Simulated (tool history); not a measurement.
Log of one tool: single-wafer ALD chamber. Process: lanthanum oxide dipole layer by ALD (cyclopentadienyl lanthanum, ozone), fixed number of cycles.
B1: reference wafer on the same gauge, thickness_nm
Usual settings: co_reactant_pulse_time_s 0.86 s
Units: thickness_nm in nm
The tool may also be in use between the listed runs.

Run 1, day 0.000: usual settings; B1 0.577. Result: thickness_nm 0.481 nm.
Run 2, day 4.429: usual settings; B1 0.576. Result: thickness_nm 0.481 nm.
Run 3, day 7.988: usual settings; B1 0.577. Result: thickness_nm 0.477 nm.
Run 4, day 9.712: usual settings but co_reactant_pulse_time_s 0.69 s; B1 0.577. Result: thickness_nm 0.450 nm.
Run 5, day 12.021: usual settings but co_reactant_pulse_time_s 0.63 s; B1 0.576. Result: thickness_nm 0.438 nm.
Run 6, day 14.958: usual settings; B1 0.576. Result: thickness_nm 0.480 nm.
Run 7, day 17.796: usual settings but co_reactant_pulse_time_s 1.11 s; B1 0.576. Result: thickness_nm 0.514 nm.
Run 8, day 19.517: usual settings but co_reactant_pulse_time_s 1.11 s; B1 0.576. Result: thickness_nm 0.509 nm.
Run 9, day 21.779: usual settings but co_reactant_pulse_time_s 1.11 s; B1 0.576. Result: thickness_nm 0.512 nm.
Run 10, day 24.300: usual settings; B1 0.576. Result: thickness_nm 0.478 nm.
At day 28.242: showerhead replaced.
Run 11, day 28.262: usual settings but co_reactant_pulse_time_s 0.75 s; B1 0.575. Result: thickness_nm 0.459 nm.
At day 30.108: gauge calibrated.
Run 12, day 30.171: usual settings but co_reactant_pulse_time_s 0.75 s; B1 0.576. Result: thickness_nm 0.455 nm.
At day 31.875: ozone generator serviced.
Run 13, day 31.925: usual settings but co_reactant_pulse_time_s 0.75 s; B1 0.577. Result: thickness_nm 0.462 nm.
At day 32.300: thermocouple changed; heater temperature recalibrated.
Run 14, day 33.642: usual settings; B1 0.576. Result: thickness_nm 0.480 nm.
Run 15, day 36.208: usual settings but co_reactant_pulse_time_s 0.58 s; B1 0.576. Result: thickness_nm 0.425 nm.
Run 16, day 38.358: usual settings; B1 0.577. Result: thickness_nm 0.481 nm.
Run 17, day 42.850: usual settings but co_reactant_pulse_time_s 0.67 s; B1 0.575. Result: thickness_nm 0.444 nm.
Run 18, day 46.596: usual settings but co_reactant_pulse_time_s 1.15 s; B1 0.575. Result: thickness_nm 0.517 nm.
Run 19, day 49.421: usual settings; B1 0.576. Result: thickness_nm 0.477 nm.
Run 20, day 52.517: usual settings but co_reactant_pulse_time_s 1.04 s; B1 0.576. Result: thickness_nm 0.502 nm.
Run 21, day 54.683: usual settings but co_reactant_pulse_time_s 1.19 s; B1 0.575. Result: thickness_nm 0.520 nm.
Run 22, day 58.200: usual settings; B1 0.576. Result: thickness_nm 0.475 nm.
Run 23, day 62.538: usual settings but co_reactant_pulse_time_s 0.76 s; B1 0.577. Result: thickness_nm 0.457 nm.
At day 64.300: ozone generator serviced.
Run 24, day 69.108: usual settings but co_reactant_pulse_time_s 1.02 s; B1 0.576. Result: thickness_nm 0.502 nm.
Run 25, day 72.808: usual settings but co_reactant_pulse_time_s 1.20 s; B1 0.577. Result: thickness_nm 0.522 nm.
Run 26, day 75.796: usual settings but co_reactant_pulse_time_s 0.60 s; B1 0.577. Result: thickness_nm 0.428 nm.
Run 27, day 78.862: usual settings but co_reactant_pulse_time_s 0.73 s; B1 0.576. Result: thickness_nm 0.456 nm.

4 ways to go on from here, each from the tool as it stands after run 27. What would each give?
Run A, day 78.879: usual settings; B1 ?. Result: thickness_nm ?.
Run B, day 78.879: usual settings but co_reactant_pulse_time_s 1.16 s; B1 ?. Result: thickness_nm ?.
Run C, day 78.879: usual settings but co_reactant_pulse_time_s 0.62 s; B1 ?. Result: thickness_nm ?.
Run D, day 78.879: usual settings but co_reactant_pulse_time_s 0.98 s; B1 ?. Result: thickness_nm ?.

run     B1  thickness_nm
  A  0.576         0.479
  B  0.576         0.517
  C  0.576         0.433
  D  0.576         0.496
Without the tool's hidden state the same runs would have given:
run  thickness_nm
  A         0.483
  B         0.521
  C         0.438
  D         0.500

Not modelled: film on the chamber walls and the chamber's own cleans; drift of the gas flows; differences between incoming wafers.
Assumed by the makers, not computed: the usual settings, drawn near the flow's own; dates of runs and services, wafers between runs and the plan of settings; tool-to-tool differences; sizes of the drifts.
